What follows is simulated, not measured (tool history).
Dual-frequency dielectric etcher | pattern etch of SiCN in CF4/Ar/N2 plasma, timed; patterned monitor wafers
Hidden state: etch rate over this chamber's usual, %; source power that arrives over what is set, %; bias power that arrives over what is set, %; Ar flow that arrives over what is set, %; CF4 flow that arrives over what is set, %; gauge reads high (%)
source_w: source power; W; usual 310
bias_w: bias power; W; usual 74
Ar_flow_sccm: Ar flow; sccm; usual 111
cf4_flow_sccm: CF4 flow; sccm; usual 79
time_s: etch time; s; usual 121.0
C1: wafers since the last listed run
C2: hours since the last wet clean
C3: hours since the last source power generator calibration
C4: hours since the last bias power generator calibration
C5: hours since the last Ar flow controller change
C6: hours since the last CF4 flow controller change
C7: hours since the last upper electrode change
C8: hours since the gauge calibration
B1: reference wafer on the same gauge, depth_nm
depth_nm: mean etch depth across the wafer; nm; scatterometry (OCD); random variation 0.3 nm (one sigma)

Run 1, hour 0.0: usual settings but time_s 149.5 s; C1 0; C2 323.9; C3 2659.4; C4 1070.0; C5 1520.5; C6 530.7; C7 2038.0; C8 1673.2; B1 98.5. Result: depth_nm 102.4 nm.
Run 2, hour 101.1: usual settings but time_s 149.5 s; C1 1031; C2 425.0; C3 2760.5; C4 1171.1; C5 1621.6; C6 631.8; C7 2139.1; C8 1774.3; B1 98.5. Result: depth_nm 102.6 nm.
At hour 111.0: source power generator calibrated.
Run 3, hour 167.4: usual settings but time_s 111.5 s; C1 635; C2 491.3; C3 56.4; C4 1237.4; C5 1687.9; C6 698.1; C7 2205.4; C8 1840.6; B1 98.5. Result: depth_nm 76.6 nm.
At hour 236.8: wet clean of the chamber.
Run 4, hour 254.8: usual settings but time_s 111.5 s; C1 647; C2 18.0; C3 143.8; C4 1324.8; C5 1775.3; C6 785.5; C7 2292.8; C8 1928.0; B1 98.4. Result: depth_nm 76.4 nm.
Run 5, hour 297.3: usual settings but time_s 111.5 s; C1 433; C2 60.5; C3 186.3; C4 1367.3; C5 1817.8; C6 828.0; C7 2335.3; C8 1970.5; B1 98.5. Result: depth_nm 75.7 nm.
At hour 371.5: upper electrode replaced, of another model than before.
Run 6, hour 386.1: usual settings but source_w 290 W, bias_w 67 W; C1 661; C2 149.3; C3 275.1; C4 1456.1; C5 1906.6; C6 916.8; C7 14.6; C8 2059.3; B1 98.5. Result: depth_nm 76.7 nm.
Run 7, hour 455.0: usual settings but source_w 290 W, bias_w 67 W; C1 703; C2 218.2; C3 344.0; C4 1525.0; C5 1975.5; C6 985.7; C7 83.5; C8 2128.2; B1 98.5. Result: depth_nm 76.7 nm.
Run 8, hour 557.1: usual settings; C1 1041; C2 320.3; C3 446.1; C4 1627.1; C5 2077.6; C6 1087.8; C7 185.6; C8 2230.3; B1 98.5. Result: depth_nm 83.0 nm.
Run 9, hour 629.9: usual settings but source_w 360 W, cf4_flow_sccm 70 sccm, time_s 140.5 s; C1 742; C2 393.1; C3 518.9; C4 1699.9; C5 2150.4; C6 1160.6; C7 258.4; C8 2303.1; B1 98.5. Result: depth_nm 100.9 nm.
At hour 750.3: bias power generator calibrated.
At hour 865.2: wet clean of the chamber.
Run 10, hour 882.9: usual settings but source_w 290 W, cf4_flow_sccm 98 sccm, time_s 104.0 s; C1 2296; C2 17.7; C3 771.9; C4 132.6; C5 2403.4; C6 1413.6; C7 511.4; C8 2556.1; B1 98.5. Result: depth_nm 72.2 nm.
Run 11, hour 931.8: usual settings but source_w 340 W, bias_w 66 W, Ar_flow_sccm 126 sccm; C1 499; C2 66.6; C3 820.8; C4 181.5; C5 2452.3; C6 1462.5; C7 560.3; C8 2605.0; B1 98.5. Result: depth_nm 81.5 nm.
Run 12, hour 990.8: usual settings; C1 602; C2 125.6; C3 879.8; C4 240.5; C5 2511.3; C6 1521.5; C7 619.3; C8 2664.0; B1 98.6. Result: depth_nm 83.3 nm.
At hour 1022.8: CF4 flow controller replaced.
Run 13, hour 1059.6: usual settings but bias_w 63 W, Ar_flow_sccm 135 sccm; C1 640; C2 194.4; C3 948.6; C4 309.3; C5 2580.1; C6 36.8; C7 688.1; C8 2732.8; B1 98.5. Result: depth_nm 74.6 nm.
At hour 1137.0: gauge calibrated.
At hour 1168.8: Ar flow controller replaced.
Run 14, hour 1169.3: usual settings but source_w 280 W, bias_w 69 W, Ar_flow_sccm 94 sccm; C1 1058; C2 304.1; C3 1058.3; C4 419.0; C5 0.5; C6 146.5; C7 797.8; C8 32.3; B1 98.6. Result: depth_nm 76.6 nm.
Run 15, hour 1201.6: usual settings but bias_w 91 W, cf4_flow_sccm 69 sccm, time_s 149.5 s; C1 329; C2 336.4; C3 1090.6; C4 451.3; C5 32.8; C6 178.8; C7 830.1; C8 64.6; B1 98.5. Result: depth_nm 111.0 nm.
Run 16, hour 1265.1: usual settings but bias_w 67 W; C1 648; C2 399.9; C3 1154.1; C4 514.8; C5 96.3; C6 242.3; C7 893.6; C8 128.1; B1 98.5. Result: depth_nm 78.2 nm.
Run 17, hour 1361.3: usual settings but bias_w 86 W, Ar_flow_sccm 127 sccm; C1 981; C2 496.1; C3 1250.3; C4 611.0; C5 192.5; C6 338.5; C7 989.8; C8 224.3; B1 98.5. Result: depth_nm 87.7 nm.
Run 18, hour 1424.0: usual settings but bias_w 85 W, cf4_flow_sccm 95 sccm; C1 639; C2 558.8; C3 1313.0; C4 673.7; C5 255.2; C6 401.2; C7 1052.5; C8 287.0; B1 98.5. Result: depth_nm 91.0 nm.
At hour 1468.5: wet clean of the chamber.
Run 19, hour 1469.0: usual settings but source_w 250 W, bias_w 59 W, Ar_flow_sccm 128 sccm, time_s 151.0 s; C1 214; C2 0.5; C3 1358.0; C4 718.7; C5 300.2; C6 446.2; C7 1097.5; C8 332.0; B1 98.5. Result: depth_nm 82.2 nm.
Run 20, hour 1509.2: usual settings but time_s 149.5 s; C1 410; C2 40.7; C3 1398.2; C4 758.9; C5 340.4; C6 486.4; C7 1137.7; C8 372.2; B1 98.6. Result: depth_nm 101.8 nm.
Run 21, hour 1565.5: usual settings but cf4_flow_sccm 72 sccm, time_s 133.5 s; C1 574; C2 97.0; C3 1454.5; C4 815.2; C5 396.7; C6 542.7; C7 1194.0; C8 428.5; B1 98.4. Result: depth_nm 89.1 nm.
Run 22, hour 1646.0: usual settings; C1 821; C2 177.5; C3 1535.0; C4 895.7; C5 477.2; C6 623.2; C7 1274.5; C8 509.0; B1 98.5. Result: depth_nm 82.6 nm.

3 ways to go on from here, each from the tool as it stands after run 22. What would each give?
Run A, hour 1646.5: usual settings; C1 5; C2 178.0; C3 1535.5; C4 896.2; C5 477.7; C6 623.7; C7 1275.0; C8 509.5; B1 ?. Result: depth_nm ?.
Run B, hour 1646.5: usual settings but source_w 340 W, bias_w 66 W, cf4_flow_sccm 73 sccm; C1 5; C2 178.0; C3 1535.5; C4 896.2; C5 477.7; C6 623.7; C7 1275.0; C8 509.5; B1 ?. Result: depth_nm ?.
Run C, hour 1646.5: usual settings but source_w 340 W, bias_w 90 W, Ar_flow_sccm 122 sccm; C1 5; C2 178.0; C3 1535.5; C4 896.2; C5 477.7; C6 623.7; C7 1275.0; C8 509.5; B1 ?. Result: depth_nm ?.

run    B1  depth_nm
  A  98.4      82.4
  B  98.4      79.7
  C  98.4      93.9
Without the tool's hidden state the same runs would have given:
run  depth_nm
  A      82.3
  B      79.6
  C      93.8
